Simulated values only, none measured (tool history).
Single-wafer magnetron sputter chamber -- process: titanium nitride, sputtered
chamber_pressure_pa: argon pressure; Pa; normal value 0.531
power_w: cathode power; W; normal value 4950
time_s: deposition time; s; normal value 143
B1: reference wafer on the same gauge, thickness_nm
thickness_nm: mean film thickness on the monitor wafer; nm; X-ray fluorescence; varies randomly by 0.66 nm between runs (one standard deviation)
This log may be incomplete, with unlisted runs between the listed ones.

Run 1, hour 0.0: usual settings but time_s 162 s; B1 132.873. Result: thickness_nm 132.651 nm.
Run 2, hour 11.4: usual settings but time_s 162 s; B1 132.788. Result: thickness_nm 133.184 nm.
Run 3, hour 24.9: usual settings; B1 133.030. Result: thickness_nm 116.815 nm.
Run 4, hour 41.9: usual settings; B1 133.037. Result: thickness_nm 117.352 nm.
Run 5, hour 59.2: usual settings; B1 132.988. Result: thickness_nm 117.280 nm.
At hour 75.5: sputter target and shields replaced.
Run 6, hour 76.0: usual settings; B1 133.051. Result: thickness_nm 124.291 nm.
Run 7, hour 84.9: usual settings; B1 133.021. Result: thickness_nm 122.887 nm.
Run 8, hour 97.1: usual settings; B1 133.121. Result: thickness_nm 122.163 nm.
Run 9, hour 114.9: usual settings but time_s 162 s; B1 133.019. Result: thickness_nm 138.456 nm.
Run 10, hour 131.1: usual settings but chamber_pressure_pa 0.415 Pa, time_s 135 s; B1 132.887. Result: thickness_nm 118.921 nm.
At hour 133.4: gauge calibrated.
At hour 142.2: capacitance manometer re-zeroed and calibrated.
Run 11, hour 142.7: usual settings but chamber_pressure_pa 0.611 Pa; B1 132.670. Result: thickness_nm 116.791 nm.
Run 12, hour 156.8: usual settings; B1 132.923. Result: thickness_nm 119.734 nm.
At hour 169.2: magnet pack replaced.
Run 13, hour 169.7: usual settings; B1 133.044. Result: thickness_nm 119.020 nm.
Run 14, hour 179.0: usual settings but time_s 128 s; B1 133.084. Result: thickness_nm 106.739 nm.
Run 15, hour 195.5: usual settings but power_w 5400 W, time_s 151 s; B1 133.115. Result: thickness_nm 134.942 nm.
Run 16, hour 235.0: usual settings but power_w 5500 W; B1 132.947. Result: thickness_nm 128.862 nm.

3 options for the next run, each taken on its own from the tool as it stands now. Forecast them:
Run A, hour 235.4: usual settings; B1 ?. Result: thickness_nm ?.
Run B, hour 235.4: usual settings but chamber_pressure_pa 0.400 Pa, power_w 5550 W, time_s 155 s; B1 ?. Result: thickness_nm ?.
Run C, hour 235.4: usual settings but time_s 126 s; B1 ?. Result: thickness_nm ?.

run       B1  thickness_nm
  A  133.068       117.217
  B  133.068       146.199
  C  133.068       103.282
The same runs, with their run-to-run variation unchanged, on a tool lacking any hidden condition would have given:
run  thickness_nm
  A       124.767
  B       155.615
  C       109.934
